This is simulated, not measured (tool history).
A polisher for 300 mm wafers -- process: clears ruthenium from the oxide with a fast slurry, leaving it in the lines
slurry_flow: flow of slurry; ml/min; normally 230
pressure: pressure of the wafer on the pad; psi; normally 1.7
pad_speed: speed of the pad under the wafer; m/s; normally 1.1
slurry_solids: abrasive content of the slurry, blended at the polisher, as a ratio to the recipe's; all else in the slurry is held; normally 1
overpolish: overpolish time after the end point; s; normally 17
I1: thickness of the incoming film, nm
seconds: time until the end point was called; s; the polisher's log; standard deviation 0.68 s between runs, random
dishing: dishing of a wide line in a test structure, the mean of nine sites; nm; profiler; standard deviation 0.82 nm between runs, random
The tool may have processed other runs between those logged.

run 1 hour=0 | slurry_flow=230 pressure=1.7 pad_speed=1.1 slurry_solids=1 overpolish=17 | I1=199.9 | seconds=68 dishing=35.1
-- hour=23.2 head pressure recalibrated
-- hour=83.7 slurry blender recalibrated
run 2 hour=84.6 | slurry_flow=230 pressure=1.7 pad_speed=1.1 slurry_solids=1 overpolish=17 | I1=199.1 | seconds=60 dishing=39.3
run 3 hour=163.7 | slurry_flow=230 pressure=1.7 pad_speed=1.1 slurry_solids=1 overpolish=17 | I1=202.2 | seconds=63.7 dishing=37.1
run 4 hour=221.5 | slurry_flow=230 pressure=1.7 pad_speed=1.22 slurry_solids=1 overpolish=17 | I1=198.6 | seconds=59.3 dishing=39.9
-- hour=302.4 worn pad replaced by a new one
run 5 hour=302.9 | slurry_flow=230 pressure=1.7 pad_speed=1.22 slurry_solids=1 overpolish=17 | I1=203 | seconds=61.3 dishing=39.1
run 6 hour=385.5 | slurry_flow=230 pressure=1.7 pad_speed=1.22 slurry_solids=1 overpolish=17 | I1=204 | seconds=63.1 dishing=36.4
-- hour=419.8 head pressure recalibrated
-- hour=440.6 slurry blender recalibrated
run 7 hour=492.9 | slurry_flow=230 pressure=1.7 pad_speed=1.1 slurry_solids=1.15 overpolish=21 | I1=200.6 | seconds=57.6 dishing=46.8
run 8 hour=535.7 | slurry_flow=230 pressure=1.7 pad_speed=1.1 slurry_solids=1.15 overpolish=21 | I1=201 | seconds=58.8 dishing=47.4
-- hour=569.7 slurry nozzle cleaned
run 9 hour=593.2 | slurry_flow=230 pressure=1.7 pad_speed=1.1 slurry_solids=1.15 overpolish=21 | I1=196.9 | seconds=57.5 dishing=46.4
-- hour=642.4 worn pad replaced by a new one
run 10 hour=646.4 | slurry_flow=230 pressure=1.7 pad_speed=1.1 slurry_solids=1 overpolish=17 | I1=199 | seconds=65.8 dishing=36.8
run 11 hour=710.6 | slurry_flow=230 pressure=1.7 pad_speed=1.1 slurry_solids=1 overpolish=17 | I1=199 | seconds=67.3 dishing=34.8
run 12 hour=766 | slurry_flow=230 pressure=1.7 pad_speed=1.1 slurry_solids=1 overpolish=17 | I1=201.9 | seconds=68.7 dishing=34.7
-- hour=788.3 head pressure recalibrated
-- hour=840 slurry blender recalibrated
run 13 hour=1025.9 | slurry_flow=230 pressure=1.7 pad_speed=1.1 slurry_solids=1 overpolish=17 | I1=197.9 | seconds=64.2 dishing=35.9
-- hour=1050.3 worn pad replaced by a new one
run 14 hour=1191.4 | slurry_flow=230 pressure=1.7 pad_speed=1.1 slurry_solids=0.85 overpolish=9 | I1=200.2 | seconds=81 dishing=17.5
-- hour=1201.1 head pressure recalibrated
-- hour=1227.5 slurry blender recalibrated
run 15 hour=1242.9 | slurry_flow=230 pressure=1.7 pad_speed=1.1 slurry_solids=1 overpolish=17 | I1=200.1 | seconds=61.6 dishing=36
run 16 hour=1335.6 | slurry_flow=230 pressure=1.7 pad_speed=1.22 slurry_solids=1 overpolish=17 | I1=200.8 | seconds=59.1 dishing=37.7
run 17 hour=1409.5 | slurry_flow=230 pressure=1.7 pad_speed=1.1 slurry_solids=0.9 overpolish=17 | I1=198.8 | seconds=70.4 dishing=34.3
-- hour=1427.1 worn pad replaced by a new one
-- hour=1435.9 slurry nozzle cleaned
run 18 hour=1473.1 | slurry_flow=305 pressure=1.7 pad_speed=1.1 slurry_solids=1 overpolish=10 | I1=197.1 | seconds=64.9 dishing=22.9
run 19 hour=1540.8 | slurry_flow=310 pressure=1.7 pad_speed=1.1 slurry_solids=1 overpolish=11 | I1=197.7 | seconds=63.9 dishing=23.7
-- hour=1566.2 slurry blender recalibrated
run 20 hour=1595.4 | slurry_flow=230 pressure=1.7 pad_speed=0.94 slurry_solids=1.1 overpolish=22 | I1=199.3 | seconds=75.2 dishing=40.8
-- hour=1605.6 head pressure recalibrated
run 21 hour=1694.4 | slurry_flow=230 pressure=2.1 pad_speed=1.4 slurry_solids=1.15 overpolish=17 | I1=196.3 | seconds=39 dishing=54.4
run 22 hour=1742 | slurry_flow=230 pressure=1.7 pad_speed=1.1 slurry_solids=0.85 overpolish=9 | I1=197.3 | seconds=70.9 dishing=18.7
-- hour=1780.2 worn pad replaced by a new one
run 23 hour=1829.2 | slurry_flow=265 pressure=1.2 pad_speed=1.2 slurry_solids=0.75 overpolish=17 | I1=200 | seconds=110.5 dishing=22.7
run 24 hour=1889.7 | slurry_flow=230 pressure=1.7 pad_speed=1.1 slurry_solids=1 overpolish=21 | I1=199.8 | seconds=67 dishing=41.1

What if the next run were any one of these 5? Each begins from the tool's condition after run 24:
run A hour=1890.1 | slurry_flow=230 pressure=1.7 pad_speed=1.1 slurry_solids=1.2 overpolish=17 | I1=200.3 | seconds=? dishing=?
run B hour=1890.1 | slurry_flow=230 pressure=1.5 pad_speed=0.8 slurry_solids=1 overpolish=17 | I1=200.3 | seconds=? dishing=?
run C hour=1890.1 | slurry_flow=230 pressure=1.7 pad_speed=1.4 slurry_solids=0.8 overpolish=8 | I1=200.3 | seconds=? dishing=?
run D hour=1890.1 | slurry_flow=230 pressure=1.7 pad_speed=1.44 slurry_solids=0.9 overpolish=22 | I1=200.3 | seconds=? dishing=?
run E hour=1890.1 | slurry_flow=285 pressure=1.1 pad_speed=1.44 slurry_solids=0.9 overpolish=17 | I1=200.3 | seconds=? dishing=?

run=A seconds=60.8 dishing=37.9
run=B seconds=96.1 dishing=25.7
run=C seconds=67.9 dishing=17.8
run=D seconds=60 dishing=47
run=E seconds=90.7 dishing=27
Take away the tool's hidden state, keep each run's random variation, and the runs would have read:
run=A seconds=54.7 dishing=41.3
run=B seconds=86.5 dishing=28.2
run=C seconds=61.1 dishing=19.6
run=D seconds=54 dishing=50.9
run=E seconds=81.6 dishing=29.6
